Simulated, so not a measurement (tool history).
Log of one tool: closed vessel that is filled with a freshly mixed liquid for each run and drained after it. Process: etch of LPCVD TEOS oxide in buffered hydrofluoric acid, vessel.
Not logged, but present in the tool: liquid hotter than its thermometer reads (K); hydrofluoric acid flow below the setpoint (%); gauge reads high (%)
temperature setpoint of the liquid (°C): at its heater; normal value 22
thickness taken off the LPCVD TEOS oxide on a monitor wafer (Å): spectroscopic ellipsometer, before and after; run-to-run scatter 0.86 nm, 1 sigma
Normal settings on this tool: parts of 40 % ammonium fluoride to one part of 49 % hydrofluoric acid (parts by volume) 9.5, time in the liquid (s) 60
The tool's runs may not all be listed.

| run | day | temperature setpoint of the liquid (°C) | parts of 40 % ammonium fluoride to one part of 49 % hydrofluoric acid (parts by volume) | time in the liquid (s) | wafers since the last listed run | hours since the thermometer was replaced | hours since the hydrofluoric acid flow meter was replaced | hours since the gauge calibration | read-back film thickness of the LPCVD TEOS oxide reference wafer, read on the same gauge (nm) | thickness taken off the LPCVD TEOS oxide on a monitor wafer (Å) |
|---|---|---|---|---|---|---|---|---|---|---|
| 1 | 0 | 20.5 | 9.5 | 60 | 0 | 1816.5 | 195.3 | 195.3 | 50.01 | 2428 |
| 2 | 1.033 | 22 | 6.5 | 60 | 1573 | 1841.3 | 220.1 | 220.1 | 49.96 | 3792 |
| 3 | 1.721 | 22 | 6.5 | 60 | 1046 | 1857.8 | 236.6 | 236.6 | 49.98 | 3799.2 |
| 4 | 2.721 | 22 | 6.5 | 60 | 1522 | 1881.8 | 260.6 | 260.6 | 50 | 3788.3 |
| 5 | 3.279 | 22 | 9.5 | 40 | 850 | 1895.2 | 274 | 274 | 50 | 1742.2 |
| 6 | 3.929 | 22 | 9.5 | 60 | 989 | 1910.8 | 289.6 | 289.6 | 49.99 | 2636.4 |
| 7 | 4.708 | 22 | 11.5 | 60 | 1186 | 1929.5 | 308.3 | 308.3 | 49.99 | 2213.5 |
| 8 | 6.008 | 22 | 11.5 | 60 | 1979 | 1960.7 | 339.5 | 339.5 | 50.01 | 2206.9 |
| 9 | 6.925 | 22 | 9.5 | 80 | 1395 | 1982.7 | 361.5 | 361.5 | 50.05 | 3530.6 |
| 10 | 7.925 | 22 | 9.5 | 80 | 1522 | 2006.7 | 385.5 | 385.5 | 50.03 | 3528.5 |
| 11 | 8.492 | 22 | 9.5 | 80 | 862 | 2020.3 | 399.1 | 399.1 | 49.98 | 3505.8 |
|  | 9.738 | gauge calibrated |
|  | 11.221 | thermometer replaced |
|  | 11.242 | hydrofluoric acid flow meter replaced |
| 12 | 11.271 | 22 | 8 | 40 | 4138 | 1.2 | 0.7 | 36.8 | 49.98 | 1989.9 |
| 13 | 12.2 | 22 | 9.5 | 60 | 1415 | 23.5 | 23 | 59.1 | 49.99 | 2516.3 |
| 14 | 13.1 | 22 | 9.5 | 60 | 1370 | 45.1 | 44.6 | 80.7 | 50.03 | 2528.5 |
| 15 | 13.854 | 20 | 11 | 30 | 1148 | 63.2 | 62.7 | 98.8 | 50.02 | 984.4 |
| 16 | 14.521 | 23.5 | 9.5 | 60 | 1015 | 79.2 | 78.7 | 114.8 | 49.99 | 2729.7 |
| 17 | 15.8 | 20 | 9.5 | 90 | 1948 | 109.9 | 109.4 | 145.5 | 49.99 | 3380 |
| 18 | 16.988 | 25 | 8 | 35 | 1808 | 138.4 | 137.9 | 174 | 49.99 | 2014 |
| 19 | 17.708 | 25 | 13.5 | 30 | 1097 | 155.7 | 155.2 | 191.3 | 50.01 | 1069.9 |
| 20 | 18.229 | 22 | 6 | 60 | 793 | 168.2 | 167.7 | 203.8 | 50.01 | 3886.7 |
| 21 | 19.2 | 23.5 | 11.5 | 60 | 1478 | 191.5 | 191 | 227.1 | 49.97 | 2293.9 |
| 22 | 20.454 | 22 | 9.5 | 60 | 1909 | 221.6 | 221.1 | 257.2 | 50.01 | 2525.8 |
| 23 | 21.908 | 18 | 12.5 | 95 | 2214 | 256.5 | 256 | 292.1 | 50.02 | 2455.9 |

For each run, the measured value with the value that run would have given without the tool's hidden condition subtracted. The run-to-run variation is shared by both, the gauge scatter possibly not:
| run | thickness taken off the LPCVD TEOS oxide on a monitor wafer (Å) |
|---|---|
| 1 | +127.3 |
| 2 | +180.9 |
| 3 | +179.9 |
| 4 | +176.6 |
| 5 | +88.6 |
| 6 | +133.7 |
| 7 | +96.1 |
| 8 | +94 |
| 9 | +176.5 |
| 10 | +176.8 |
| 11 | +173.7 |
| 12 | +12.6 |
| 13 | +16 |
| 14 | +15.2 |
| 15 | +4.3 |
| 16 | +15.4 |
| 17 | +19.4 |
| 18 | +2 |
| 19 | +1.5 |
| 20 | +8.1 |
| 21 | +0.9 |
| 22 | +10.9 |
| 23 | -4 |
